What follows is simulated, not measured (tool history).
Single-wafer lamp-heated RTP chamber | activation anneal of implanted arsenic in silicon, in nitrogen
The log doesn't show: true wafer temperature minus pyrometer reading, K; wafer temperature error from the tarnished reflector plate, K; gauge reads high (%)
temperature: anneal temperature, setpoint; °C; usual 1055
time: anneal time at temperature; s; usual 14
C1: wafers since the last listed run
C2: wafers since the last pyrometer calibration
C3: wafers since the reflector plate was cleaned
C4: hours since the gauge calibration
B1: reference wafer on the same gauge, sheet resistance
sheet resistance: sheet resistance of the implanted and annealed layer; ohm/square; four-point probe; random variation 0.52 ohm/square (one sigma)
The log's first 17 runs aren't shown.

run 18 hour=826.6 | temperature=1044 time=14 | C1=386 C2=3169 C3=5023 C4=309.5 | B1=366.1 | sheet_resistance=345.33
run 19 hour=861.3 | temperature=1065 time=6 | C1=525 C2=3695 C3=5549 C4=344.2 | B1=366.13 | sheet_resistance=348.22
run 20 hour=906 | temperature=1074 time=9 | C1=677 C2=4372 C3=6226 C4=388.9 | B1=366.05 | sheet_resistance=344.97
-- hour=918.7 reflector plate cleaned
run 21 hour=943.2 | temperature=1055 time=20 | C1=442 C2=4814 C3=371 C4=426.1 | B1=366.01 | sheet_resistance=342.95
run 22 hour=977.3 | temperature=1055 time=16 | C1=516 C2=5331 C3=888 C4=460.2 | B1=366.01 | sheet_resistance=344.21
run 23 hour=1023.6 | temperature=1055 time=14 | C1=701 C2=6032 C3=1589 C4=506.5 | B1=366.06 | sheet_resistance=344.64
run 24 hour=1062.8 | temperature=1055 time=20 | C1=593 C2=6626 C3=2183 C4=545.7 | B1=365.84 | sheet_resistance=342.49
-- hour=1221 pyrometer window cleaned and pyrometer calibrated
run 25 hour=1244.4 | temperature=1064 time=17 | C1=2629 C2=355 C3=4812 C4=727.3 | B1=365.89 | sheet_resistance=343.34
run 26 hour=1270.9 | temperature=1075 time=6 | C1=401 C2=756 C3=5214 C4=753.8 | B1=366.1 | sheet_resistance=346.51
run 27 hour=1311.2 | temperature=1067 time=8 | C1=610 C2=1366 C3=5824 C4=794.1 | B1=365.98 | sheet_resistance=346.1
run 28 hour=1342.6 | temperature=1081 time=18 | C1=475 C2=1842 C3=6300 C4=825.5 | B1=365.91 | sheet_resistance=339.78
-- hour=1382.7 reflector plate cleaned
run 29 hour=1384.4 | temperature=1055 time=14 | C1=511 C2=2354 C3=26 C4=867.3 | B1=365.96 | sheet_resistance=344.87
run 30 hour=1411.2 | temperature=1080 time=9 | C1=405 C2=2760 C3=432 C4=894.1 | B1=366.03 | sheet_resistance=343.99
run 31 hour=1455.6 | temperature=1055 time=14 | C1=672 C2=3432 C3=1104 C4=938.5 | B1=365.95 | sheet_resistance=344.76
run 32 hour=1544 | temperature=1055 time=14 | C1=1339 C2=4771 C3=2443 C4=1026.9 | B1=365.97 | sheet_resistance=344.14
run 33 hour=1574.6 | temperature=1029 time=17 | C1=463 C2=5235 C3=2907 C4=1057.5 | B1=365.98 | sheet_resistance=346.62
run 34 hour=1605.8 | temperature=1030 time=22 | C1=472 C2=5708 C3=3380 C4=1088.7 | B1=365.85 | sheet_resistance=345.16
run 35 hour=1673.2 | temperature=1066 time=12 | C1=1020 C2=6728 C3=4400 C4=1156.1 | B1=365.89 | sheet_resistance=343.95
run 36 hour=1731.3 | temperature=1076 time=19 | C1=880 C2=7608 C3=5281 C4=1214.2 | B1=365.96 | sheet_resistance=340.33
run 37 hour=1757.3 | temperature=1055 time=22 | C1=393 C2=8002 C3=5674 C4=1240.2 | B1=365.95 | sheet_resistance=341.94

Forecast each of these 4 alternatives for the next run:
run A hour=1757.7 | temperature=1055 time=14 | C1=6 C2=8008 C3=5680 C4=1240.6 | B1=? | sheet_resistance=?
run B hour=1757.7 | temperature=1071 time=6 | C1=6 C2=8008 C3=5680 C4=1240.6 | B1=? | sheet_resistance=?
run C hour=1757.7 | temperature=1028 time=7 | C1=6 C2=8008 C3=5680 C4=1240.6 | B1=? | sheet_resistance=?
run D hour=1757.7 | temperature=1046 time=22 | C1=6 C2=8008 C3=5680 C4=1240.6 | B1=? | sheet_resistance=?

run=A B1=366.05 sheet_resistance=345.29
run=B B1=366.05 sheet_resistance=347.66
run=C B1=366.05 sheet_resistance=350.33
run=D B1=366.05 sheet_resistance=344
Without the tool's hidden state the same runs would have given:
run=A sheet_resistance=345.29
run=B sheet_resistance=347.66
run=C sheet_resistance=350.33
run=D sheet_resistance=344

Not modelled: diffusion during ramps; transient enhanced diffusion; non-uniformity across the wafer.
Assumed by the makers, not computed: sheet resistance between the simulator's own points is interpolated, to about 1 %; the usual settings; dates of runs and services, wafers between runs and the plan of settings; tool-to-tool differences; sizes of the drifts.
